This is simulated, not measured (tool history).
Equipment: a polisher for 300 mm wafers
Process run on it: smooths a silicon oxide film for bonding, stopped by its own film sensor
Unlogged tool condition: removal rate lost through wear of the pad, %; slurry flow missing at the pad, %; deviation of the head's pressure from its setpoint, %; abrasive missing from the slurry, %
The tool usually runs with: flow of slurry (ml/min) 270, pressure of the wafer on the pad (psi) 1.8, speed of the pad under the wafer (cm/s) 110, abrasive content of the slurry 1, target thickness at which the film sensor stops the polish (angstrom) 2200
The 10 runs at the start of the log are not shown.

run     day  flow of slurry (ml/min)  pressure of the wafer on the pad (psi)  speed of the pad under the wafer (cm/s)  abrasive content of the slurry  target thickness at which the film sensor stops the polish (angstrom)  wafers since the last listed run  wafers polished on this pad  hours since the slurry nozzle was cleaned  hours since the head pressure was calibrated  hours since the slurry blender was calibrated  incoming thickness of the incoming film, nm  time until the film sensor stopped the polish (s)
     25.371  -- slurry nozzle cleaned
       26.9  -- head pressure recalibrated
 11  27.092                      270                                     1.8                                      110                               1                                                                   2200                               521                         3802                                       41.3                                           4.6                                          130.7                                        267.4                                               74.9
 12  29.833                      240                                     1.8                                      110                            0.75                                                                   2200                               813                         4616                                      107.1                                          70.4                                          196.5                                        265.7                                               89.2
     30.158  -- worn pad replaced by a new one
 13  31.483                      240                                     1.8                                      110                            0.75                                                                   2200                               440                          393                                      146.7                                           110                                          236.1                                        274.1                                              103.9
 14  35.017                      270                                     1.8                                      110                               1                                                                   2200                              1048                         1441                                      231.5                                         194.8                                          320.9                                        271.7                                               82.4
 15  37.296                      270                                     1.8                                      110                             1.2                                                                   2200                               676                         2117                                      286.2                                         249.5                                          375.6                                        272.7                                               77.9
 16  40.038                      270                                     1.8                                      110                               1                                                                   2200                               813                         2930                                        352                                         315.3                                          441.4                                        272.7                                               85.9
     40.958  -- slurry blender recalibrated
 17  43.429                      270                                     2.4                                      136                             1.2                                                                   2200                               981                         3912                                      433.4                                         396.7                                           59.3                                        269.2                                               49.8
     44.938  -- head pressure recalibrated, repeated, since the last time left the tool worse
 18  45.888                      270                                     1.8                                      110                               1                                                                   2150                               704                         4616                                      492.4                                          22.8                                          118.3                                        271.9                                               81.9
      47.65  -- slurry nozzle cleaned
 19  48.712                      270                                     1.8                                      110                               1                                                                   2200                               825                         5442                                       25.5                                          90.6                                          186.1                                        268.3                                               69.4
     50.433  -- worn pad replaced by a new one
 20    51.8                      340                                     1.4                                       86                               1                                                                   2200                               866                          404                                       99.6                                         164.7                                          260.2                                        268.9                                               99.8
 21  53.933                      270                                     1.8                                      110                               1                                                                   2200                               632                         1037                                      150.8                                         215.9                                          311.4                                        270.3                                               72.7
 22  55.517                      270                                     1.8                                      110                               1                                                                   2200                               469                         1507                                      188.8                                         253.9                                          349.4                                        268.2                                               70.6
 23  57.717                      270                                     1.8                                      110                               1                                                                   2200                               652                         2160                                      241.6                                         306.7                                          402.2                                        272.4                                               75.7
       60.4  -- slurry blender recalibrated
 24  61.342                      320                                     2.4                                      110                               1                                                                   2080                              1050                         3210                                      328.6                                         393.7                                           22.6                                        268.1                                               68.9
 25  63.229                      270                                     1.6                                      130                            0.75                                                                   2380                               559                         3770                                      373.9                                           439                                           67.9                                        268.7                                               51.3
     66.179  -- worn pad replaced by a new one
 26  67.717                      305                                     1.8                                      110                               1                                                                   2200                              1281                          455                                      481.6                                         546.7                                          175.6                                        266.5                                                 68
 27   69.35                      270                                     1.8                                      110                             0.7                                                                   2080                               484                          940                                      520.8                                         585.9                                          214.8                                        271.7                                              119.1
     70.071  -- slurry nozzle cleaned
 28  71.962                      270                                     2.1                                      110                               1                                                                   2200                               762                         1703                                       45.4                                         648.6                                          277.5                                          267                                                 63
     74.117  -- head pressure recalibrated
 29  76.138                      270                                     1.8                                      110                             1.1                                                                   2200                              1213                         2916                                      145.6                                          48.5                                          377.7                                        265.8                                               64.5
 30  78.188                      270                                     1.3                                      110                            1.25                                                                   2200                               608                         3525                                      194.8                                          97.7                                          426.9                                        270.7                                                 81

Alternative continuations, all from the tool just after run 30; predict every row:
  A  78.204                      270                                     1.8                                      110                               1                                                                   2200                                 4                         3530                                      195.2                                          98.1                                          427.3                                        270.6                                                  ?
  B  78.204                      270                                     1.8                                      132                               1                                                                   2020                                 4                         3530                                      195.2                                          98.1                                          427.3                                        270.6                                                  ?
  C  78.204                      310                                     1.8                                       90                               1                                                                   2310                                 4                         3530                                      195.2                                          98.1                                          427.3                                        270.6                                                  ?
  D  78.204                      315                                     1.8                                      110                             1.1                                                                   2200                                 4                         3530                                      195.2                                          98.1                                          427.3                                        270.6                                                  ?

run  time until the film sensor stopped the polish (s)
  A                                               73.8
  B                                               86.4
  C                                                 67
  D                                               69.1
The same runs, with their run-to-run variation unchanged, on a tool lacking any hidden condition would have given:
run  time until the film sensor stopped the polish (s)
  A                                               73.6
  B                                               86.2
  C                                               66.8
  D                                                 69
